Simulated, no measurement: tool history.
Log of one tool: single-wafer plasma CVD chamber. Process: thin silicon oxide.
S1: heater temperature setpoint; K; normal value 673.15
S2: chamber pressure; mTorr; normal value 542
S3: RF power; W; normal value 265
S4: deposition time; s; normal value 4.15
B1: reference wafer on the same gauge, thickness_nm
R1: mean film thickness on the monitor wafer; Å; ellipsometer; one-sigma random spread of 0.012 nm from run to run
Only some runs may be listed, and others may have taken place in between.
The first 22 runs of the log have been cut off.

Run 23, hour 661.6: usual settings but S1 683.15 K, S2 468 mTorr; B1 4.772. Result: R1 43.00 Å.
Run 24, hour 720.0: usual settings but S3 285 W; B1 4.770. Result: R1 49.73 Å.
Run 25, hour 744.9: usual settings but S1 684.15 K, S2 498 mTorr, S4 4.50 s; B1 4.773. Result: R1 48.66 Å.
Run 26, hour 770.3: usual settings but S2 422 mTorr, S3 295 W, S4 4.97 s; B1 4.772. Result: R1 49.21 Å.
Run 27, hour 797.6: usual settings but S3 250 W; B1 4.766. Result: R1 47.32 Å.
Run 28, hour 822.9: usual settings; B1 4.771. Result: R1 47.80 Å.
Run 29, hour 843.7: usual settings; B1 4.771. Result: R1 48.07 Å.
Run 30, hour 867.0: usual settings but S1 682.15 K, S4 4.37 s; B1 4.771. Result: R1 50.24 Å.

Each row is a separate what-if for the run after 30, all from the same tool condition, not one after another. Results?
Run A, hour 867.4: usual settings but S1 687.15 K; B1 ?. Result: R1 ?.
Run B, hour 867.4: usual settings but S1 660.15 K, S2 459 mTorr, S4 4.73 s; B1 ?. Result: R1 ?.
Run C, hour 867.4: usual settings but S2 668 mTorr, S3 300 W; B1 ?. Result: R1 ?.

run     B1     R1
  A  4.769  47.74
  B  4.769  48.56
  C  4.769  59.40
Without the tool's unlogged condition, the same runs would have read:
run     R1
  A  49.75
  B  50.61
  C  61.81
